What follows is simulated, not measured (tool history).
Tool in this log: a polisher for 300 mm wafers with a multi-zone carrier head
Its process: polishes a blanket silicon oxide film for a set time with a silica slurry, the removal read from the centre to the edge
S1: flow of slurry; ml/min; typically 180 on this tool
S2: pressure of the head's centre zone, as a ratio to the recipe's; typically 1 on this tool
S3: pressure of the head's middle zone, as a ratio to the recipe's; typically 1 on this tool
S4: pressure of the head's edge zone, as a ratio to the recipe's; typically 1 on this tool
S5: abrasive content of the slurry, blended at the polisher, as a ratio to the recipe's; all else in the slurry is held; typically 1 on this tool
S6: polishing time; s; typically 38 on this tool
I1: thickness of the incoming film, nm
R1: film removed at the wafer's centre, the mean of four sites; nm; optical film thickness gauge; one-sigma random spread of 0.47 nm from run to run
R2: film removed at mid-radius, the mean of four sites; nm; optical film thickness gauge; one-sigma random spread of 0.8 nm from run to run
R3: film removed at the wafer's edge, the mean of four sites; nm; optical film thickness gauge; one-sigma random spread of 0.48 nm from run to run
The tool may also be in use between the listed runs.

run 1 day=0 | S1=180 S2=1 S3=1 S4=1 S5=1 S6=38 | I1=1348.4 | R1=66.4 R2=62.1 R3=64.8
run 2 day=1.038 | S1=180 S2=1 S3=1 S4=1 S5=1 S6=38 | I1=1320.7 | R1=66.6 R2=63.4 R3=64.8
run 3 day=1.838 | S1=180 S2=1 S3=1 S4=1 S5=1 S6=38 | I1=1341.1 | R1=66.5 R2=62.6 R3=64.2
run 4 day=2.879 | S1=180 S2=1.09 S3=0.9 S4=1 S5=0.85 S6=25 | I1=1307.9 | R1=44.7 R2=35.1 R3=39.3
run 5 day=4.012 | S1=130 S2=1 S3=1 S4=1 S5=1 S6=38 | I1=1340.8 | R1=61.2 R2=57.7 R3=60.7
-- day=4.083 slurry nozzle cleaned
run 6 day=5.05 | S1=230 S2=1.1 S3=0.89 S4=1 S5=1 S6=38 | I1=1332.1 | R1=83.4 R2=63.5 R3=69.5
run 7 day=5.583 | S1=115 S2=1.06 S3=1 S4=1.07 S5=1 S6=34 | I1=1333.9 | R1=63.9 R2=56 R3=59.1
-- day=5.85 worn pad replaced by a new one
run 8 day=6.754 | S1=180 S2=1 S3=1 S4=1 S5=1 S6=38 | I1=1340.3 | R1=73.1 R2=68.5 R3=67.2
run 9 day=7.512 | S1=180 S2=1 S3=1 S4=1 S5=1 S6=38 | I1=1305.9 | R1=72 R2=66.6 R3=67.4
run 10 day=8.2 | S1=120 S2=1 S3=1.12 S4=0.94 S5=0.9 S6=38 | I1=1310.8 | R1=63.4 R2=67 R3=59.6
-- day=8.492 edge zone pressure recalibrated
-- day=8.933 carrier head's membrane replaced by a new one
run 11 day=9.121 | S1=245 S2=1 S3=1 S4=0.94 S5=0.9 S6=30 | I1=1308.7 | R1=57.7 R2=51.9 R3=51
run 12 day=10.496 | S1=205 S2=1 S3=1 S4=1.09 S5=1 S6=38 | I1=1316.9 | R1=74.5 R2=68 R3=71.5
run 13 day=11.362 | S1=195 S2=1 S3=1 S4=1 S5=1 S6=38 | I1=1337 | R1=72.7 R2=68.2 R3=67.1
-- day=11.662 centre zone pressure recalibrated
-- day=11.75 worn pad replaced by a new one
run 14 day=12.412 | S1=180 S2=1 S3=1 S4=1 S5=1 S6=38 | I1=1331.6 | R1=66.6 R2=65.7 R3=65.9
run 15 day=13.167 | S1=180 S2=1.05 S3=1 S4=1 S5=1.15 S6=38 | I1=1336 | R1=74.1 R2=69 R3=70
run 16 day=13.821 | S1=180 S2=1 S3=1 S4=0.89 S5=1 S6=38 | I1=1325.8 | R1=66.6 R2=65.3 R3=63.4
run 17 day=14.812 | S1=180 S2=1 S3=0.93 S4=1 S5=1 S6=44 | I1=1317.9 | R1=77.5 R2=72 R3=76.6
run 18 day=15.883 | S1=180 S2=1 S3=1 S4=0.89 S5=0.85 S6=38 | I1=1335.4 | R1=61.3 R2=59.1 R3=58.4
run 19 day=16.817 | S1=180 S2=1 S3=0.95 S4=1 S5=1.1 S6=38 | I1=1318.5 | R1=68.8 R2=64.8 R3=68.1
run 20 day=17.95 | S1=180 S2=1 S3=1 S4=1 S5=1 S6=38 | I1=1307.4 | R1=66.6 R2=65.4 R3=65.5
-- day=18.458 worn pad replaced by a new one
run 21 day=20.546 | S1=200 S2=1 S3=1 S4=1 S5=0.9 S6=28 | I1=1304.6 | R1=48.2 R2=46.6 R3=46.6

Give the tool's hidden conditions for every run:
removal rate lost through wear of the pad, %: 0 across all the runs
deviation of the edge zone's pressure from its setpoint, %: 0 across all the runs
H1: slurry flow missing at the pad, %
H2: deviation of the centre zone's pressure from its setpoint, %
run=1 H1=38.6 H2=5.81
run=2 H1=38.8 H2=6.09
run=3 H1=39 H2=6.3
run=4 H1=39.2 H2=6.58
run=5 H1=39.4 H2=6.88
run=6 H1=5.2 H2=7.16
run=7 H1=6.8 H2=7.3
run=8 H1=10.1 H2=7.62
run=9 H1=12 H2=7.82
run=10 H1=13.7 H2=8
run=11 H1=15.7 H2=8.25
run=12 H1=18.5 H2=8.61
run=13 H1=20.1 H2=8.84
run=14 H1=21.9 H2=1.31
run=15 H1=23 H2=1.51
run=16 H1=24 H2=1.68
run=17 H1=25.3 H2=1.95
run=18 H1=26.6 H2=2.24
run=19 H1=27.7 H2=2.48
run=20 H1=28.9 H2=2.79
run=21 H1=31.1 H2=3.48

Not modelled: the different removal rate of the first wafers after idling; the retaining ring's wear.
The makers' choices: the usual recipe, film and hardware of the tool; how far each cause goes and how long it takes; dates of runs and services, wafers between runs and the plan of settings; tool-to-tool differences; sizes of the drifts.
